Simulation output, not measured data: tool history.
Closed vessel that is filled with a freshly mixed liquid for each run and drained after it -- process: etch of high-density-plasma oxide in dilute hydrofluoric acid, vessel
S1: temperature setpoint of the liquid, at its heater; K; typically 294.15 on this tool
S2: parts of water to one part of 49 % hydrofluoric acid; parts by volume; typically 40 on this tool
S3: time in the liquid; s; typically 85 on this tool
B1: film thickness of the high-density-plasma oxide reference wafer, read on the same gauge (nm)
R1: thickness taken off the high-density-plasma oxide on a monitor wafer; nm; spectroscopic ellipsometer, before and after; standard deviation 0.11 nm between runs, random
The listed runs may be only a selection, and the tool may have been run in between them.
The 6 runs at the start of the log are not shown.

{"run": 7, "day": 19.767, "S1": 294.15, "S2": 30, "S3": 70, "B1": 80.02, "R1": 13.88}
{"run": 8, "day": 23.725, "S1": 294.15, "S2": 55, "S3": 85, "B1": 80.02, "R1": 8.89}
{"run": 9, "day": 25.3, "S1": 296.65, "S2": 35, "S3": 85, "B1": 80.0, "R1": 16.18}
{"run": 10, "day": 29.233, "S1": 294.15, "S2": 40, "S3": 85, "B1": 79.97, "R1": 12.39}
{"day": 30.0, "done": "gauge calibrated"}
{"day": 30.017, "done": "thermometer replaced"}
{"run": 11, "day": 33.25, "S1": 294.15, "S2": 40, "S3": 85, "B1": 80.02, "R1": 12.69}
{"run": 12, "day": 36.392, "S1": 294.15, "S2": 40, "S3": 85, "B1": 80.02, "R1": 12.67}
{"run": 13, "day": 40.746, "S1": 295.65, "S2": 40, "S3": 85, "B1": 80.0, "R1": 13.55}
{"run": 14, "day": 43.596, "S1": 299.15, "S2": 40, "S3": 85, "B1": 80.05, "R1": 15.59}
{"run": 15, "day": 45.925, "S1": 290.15, "S2": 25, "S3": 85, "B1": 79.96, "R1": 17.59}
{"run": 16, "day": 48.679, "S1": 297.15, "S2": 60, "S3": 85, "B1": 80.05, "R1": 9.41}
{"run": 17, "day": 52.312, "S1": 294.15, "S2": 40, "S3": 85, "B1": 79.97, "R1": 12.83}
{"run": 18, "day": 54.067, "S1": 291.65, "S2": 50, "S3": 65, "B1": 80.01, "R1": 6.91}
{"run": 19, "day": 57.946, "S1": 296.15, "S2": 50, "S3": 120, "B1": 79.98, "R1": 15.63}
{"day": 58.017, "done": "hydrofluoric acid flow meter replaced"}
{"run": 20, "day": 60.471, "S1": 294.15, "S2": 40, "S3": 85, "B1": 80.0, "R1": 12.36}
{"run": 21, "day": 63.433, "S1": 291.65, "S2": 40, "S3": 125, "B1": 80.02, "R1": 16.15}
{"run": 22, "day": 65.225, "S1": 294.15, "S2": 30, "S3": 85, "B1": 80.01, "R1": 16.8}
{"run": 23, "day": 68.396, "S1": 294.15, "S2": 40, "S3": 85, "B1": 80.0, "R1": 12.25}
{"run": 24, "day": 70.738, "S1": 294.15, "S2": 40, "S3": 85, "B1": 80.0, "R1": 12.34}
{"run": 25, "day": 72.917, "S1": 294.15, "S2": 40, "S3": 85, "B1": 79.97, "R1": 12.38}
{"run": 26, "day": 76.612, "S1": 294.15, "S2": 40, "S3": 85, "B1": 79.99, "R1": 12.54}
{"run": 27, "day": 78.383, "S1": 294.15, "S2": 40, "S3": 50, "B1": 80.02, "R1": 7.35}
{"run": 28, "day": 82.562, "S1": 291.15, "S2": 20, "S3": 115, "B1": 79.98, "R1": 29.76}
{"run": 29, "day": 86.333, "S1": 294.15, "S2": 60, "S3": 115, "B1": 79.99, "R1": 11.02}
{"run": 30, "day": 90.321, "S1": 290.15, "S2": 30, "S3": 60, "B1": 79.99, "R1": 9.92}
{"run": 31, "day": 93.808, "S1": 294.15, "S2": 40, "S3": 85, "B1": 79.99, "R1": 12.61}

5 options for the next run, each taken on its own from the tool as it stands now. Forecast them:
{"run": "A", "day": 93.838, "S1": 291.15, "S2": 40, "S3": 85, "B1": "?", "R1": "?"}
{"run": "B", "day": 93.838, "S1": 298.65, "S2": 45, "S3": 45, "B1": "?", "R1": "?"}
{"run": "C", "day": 93.838, "S1": 292.65, "S2": 40, "S3": 110, "B1": "?", "R1": "?"}
{"run": "D", "day": 93.838, "S1": 294.15, "S2": 40, "S3": 35, "B1": "?", "R1": "?"}
{"run": "E", "day": 93.838, "S1": 296.15, "S2": 55, "S3": 55, "B1": "?", "R1": "?"}

run=A B1=80.01 R1=11.19
run=B B1=80.01 R1=7.18
run=C B1=80.01 R1=15.44
run=D B1=80.01 R1=5.24
run=E B1=80.01 R1=6.39
With the hidden condition removed and each run's random variation left untouched, the same runs would have given:
run=A R1=10.90
run=B R1=6.99
run=C R1=15.04
run=D R1=5.10
run=E R1=6.22
